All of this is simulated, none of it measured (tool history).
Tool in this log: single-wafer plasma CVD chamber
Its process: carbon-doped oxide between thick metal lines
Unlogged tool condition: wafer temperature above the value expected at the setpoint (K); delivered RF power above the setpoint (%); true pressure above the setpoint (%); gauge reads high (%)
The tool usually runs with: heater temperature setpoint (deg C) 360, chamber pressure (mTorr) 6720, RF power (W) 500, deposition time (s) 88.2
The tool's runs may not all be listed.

| run | day | heater temperature setpoint (deg C) | chamber pressure (mTorr) | RF power (W) | deposition time (s) | wafers since the last listed run | hours since the last thermocouple change | hours since the last RF generator calibration | hours since the last manometer calibration | hours since the showerhead was replaced | hours since the gauge calibration | read-back reference wafer on the same gauge, thickness_nm | mean film thickness on the monitor wafer (angstrom) |
|---|---|---|---|---|---|---|---|---|---|---|---|---|---|
| 1 | 0.000 | 351 | 6720 | 475 | 88.2 | 0 | 1481.1 | 1194.4 | 2081.8 | 2715.9 | 80.1 | 338.953 | 4033.75 |
| 2 | 0.483 | 351 | 6720 | 475 | 88.2 | 186 | 1492.7 | 1206.0 | 2093.4 | 2727.5 | 91.7 | 338.885 | 4026.08 |
| 3 | 0.783 | 360 | 6720 | 500 | 88.2 | 115 | 1499.9 | 1213.2 | 2100.6 | 2734.7 | 98.9 | 338.865 | 4133.07 |
| 4 | 1.512 | 360 | 6720 | 500 | 88.2 | 281 | 1517.4 | 1230.7 | 2118.1 | 2752.2 | 116.4 | 339.114 | 4122.97 |
| 5 | 2.133 | 360 | 6720 | 500 | 88.2 | 239 | 1532.3 | 1245.6 | 2133.0 | 2767.1 | 131.3 | 338.830 | 4141.78 |
| 6 | 2.408 | 360 | 6720 | 500 | 88.2 | 106 | 1538.9 | 1252.2 | 2139.6 | 2773.7 | 137.9 | 339.020 | 4130.75 |
| 7 | 3.112 | 360 | 6720 | 500 | 88.2 | 271 | 1555.8 | 1269.1 | 2156.5 | 2790.6 | 154.8 | 339.151 | 4128.74 |
| 8 | 3.696 | 360 | 6720 | 500 | 88.2 | 225 | 1569.8 | 1283.1 | 2170.5 | 2804.6 | 168.8 | 338.997 | 4111.16 |
|  | 4.333 | gauge calibrated |
| 9 | 4.442 | 360 | 6720 | 500 | 88.2 | 287 | 1587.7 | 1301.0 | 2188.4 | 2822.5 | 2.6 | 339.036 | 4131.71 |
|  | 5.217 | capacitance manometer re-zeroed and calibrated |
| 10 | 5.238 | 360 | 6720 | 500 | 88.2 | 178 | 1606.8 | 1320.1 | 0.5 | 2841.6 | 21.7 | 339.117 | 4117.59 |
| 11 | 5.717 | 360 | 6720 | 500 | 88.2 | 184 | 1618.3 | 1331.6 | 12.0 | 2853.1 | 33.2 | 338.785 | 4131.47 |
| 12 | 6.212 | 370 | 5280 | 450 | 98.1 | 191 | 1630.2 | 1343.5 | 23.9 | 2865.0 | 45.1 | 339.016 | 3988.14 |
|  | 6.742 | RF generator calibrated |
| 13 | 6.762 | 360 | 7330 | 500 | 88.2 | 83 | 1643.4 | 0.5 | 37.1 | 2878.2 | 58.3 | 339.190 | 4131.59 |
|  | 7.629 | thermocouple changed; heater temperature recalibrated |
| 14 | 8.896 | 365 | 6720 | 500 | 71.5 | 694 | 30.4 | 51.7 | 88.3 | 2929.4 | 109.5 | 338.936 | 3316.29 |
| 15 | 9.333 | 360 | 6720 | 500 | 88.2 | 168 | 40.9 | 62.2 | 98.8 | 2939.9 | 120.0 | 338.986 | 4105.61 |

Expected results for the next run?
|  | 10.304 | showerhead replaced |
| 16 | 10.325 | 360 | 8110 | 500 | 88.2 | 254 | 64.7 | 86.0 | 122.6 | 0.5 | 143.8 | ? | ? |

{"run 16": {"read-back reference wafer on the same gauge, thickness_nm": 339.164, "mean film thickness on the monitor wafer (angstrom)": 4159.41}}
Minus the tool's unlogged condition, the same run would have read mean film thickness on the monitor wafer (angstrom) 4159.41.
